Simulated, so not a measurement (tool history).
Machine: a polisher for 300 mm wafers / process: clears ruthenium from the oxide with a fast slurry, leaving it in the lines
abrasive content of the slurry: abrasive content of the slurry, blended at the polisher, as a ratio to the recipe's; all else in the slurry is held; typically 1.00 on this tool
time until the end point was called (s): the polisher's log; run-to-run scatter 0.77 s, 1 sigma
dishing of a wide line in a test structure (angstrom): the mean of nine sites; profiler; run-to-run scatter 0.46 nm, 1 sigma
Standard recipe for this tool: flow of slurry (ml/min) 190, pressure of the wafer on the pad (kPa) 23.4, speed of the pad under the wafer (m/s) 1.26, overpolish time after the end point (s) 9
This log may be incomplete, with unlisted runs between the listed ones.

run	hour	flow of slurry (ml/min)	pressure of the wafer on the pad (kPa)	speed of the pad under the wafer (m/s)	abrasive content of the slurry	overpolish time after the end point (s)	incoming thickness of the incoming film, nm	time until the end point was called (s)	dishing of a wide line in a test structure (angstrom)
1	0.0	190	23.4	1.52	1.15	9	306.1	42.6	568
2	75.7	190	23.4	1.26	0.80	9	311.7	59.4	413
3	143.4	190	23.4	1.26	0.80	9	308.3	59.5	414
# hour 224.5: worn pad replaced by a new one
4	252.9	190	23.4	1.26	1.00	9	306.5	53.8	458
# hour 343.5: slurry nozzle cleaned
5	346.1	190	23.4	1.26	1.00	9	310.4	53.6	454
6	395.3	190	23.4	1.26	1.00	9	309.0	55.9	457
7	465.8	190	23.4	1.26	1.00	9	306.5	54.2	449
8	558.9	190	23.4	1.26	1.00	9	309.9	54.1	453
# hour 570.3: slurry blender recalibrated
9	613.0	190	23.4	1.26	1.00	9	313.1	54.6	457
10	655.2	190	20.0	1.26	1.00	11	310.6	60.2	485
11	713.5	190	23.4	0.90	1.10	9	306.4	70.9	349
# hour 792.5: head pressure recalibrated
# hour 809.2: worn pad replaced by a new one
12	815.5	215	30.3	1.46	1.00	9	307.2	38.5	614
13	863.1	190	23.4	1.26	1.30	9	305.3	48.9	491
14	945.3	190	23.4	1.26	1.00	5	316.2	56.1	269
# hour 951.3: slurry nozzle cleaned
15	1128.4	190	23.4	1.64	1.00	9	307.6	42.1	568
16	1164.6	160	15.9	1.26	1.00	9	309.0	71.5	350
# hour 1221.0: slurry blender recalibrated
17	1227.3	230	29.6	0.84	0.80	9	304.5	73.8	344
18	1328.8	225	23.4	1.54	0.80	11	313.5	48.3	590
19	1385.3	190	23.4	1.26	1.00	9	309.2	53.4	455
20	1483.2	225	30.3	1.26	1.00	6	308.0	43.2	377
# hour 1537.3: worn pad replaced by a new one
21	1563.2	145	29.0	1.26	1.00	5	307.4	47.1	295
# hour 1637.4: slurry nozzle cleaned
22	1742.7	190	20.7	1.10	1.00	9	311.8	67.3	377
# hour 1831.3: slurry blender recalibrated
23	1842.0	190	17.9	1.26	1.00	9	308.7	64.6	381
# hour 1865.7: head pressure recalibrated
24	1883.6	190	20.7	1.26	1.00	9	314.4	60.7	419
25	1976.1	190	23.4	1.26	1.00	9	306.5	54.3	448
26	2034.6	255	23.4	1.26	1.00	4	315.7	51.6	224
# hour 2256.8: worn pad replaced by a new one
# hour 2313.5: slurry nozzle cleaned
27	2344.2	190	16.5	0.96	0.90	9	306.8	93.2	276

For run 28, what comes out?
28	2416.2	190	23.4	1.12	0.90	9	311.5	?	?

Run 28 produced time until the end point was called (s) 62.2, dishing of a wide line in a test structure (angstrom) 396.
Were there no unlogged condition in the tool, this run, its random variation unchanged, would have produced time until the end point was called (s) 62.2, dishing of a wide line in a test structure (angstrom) 396.
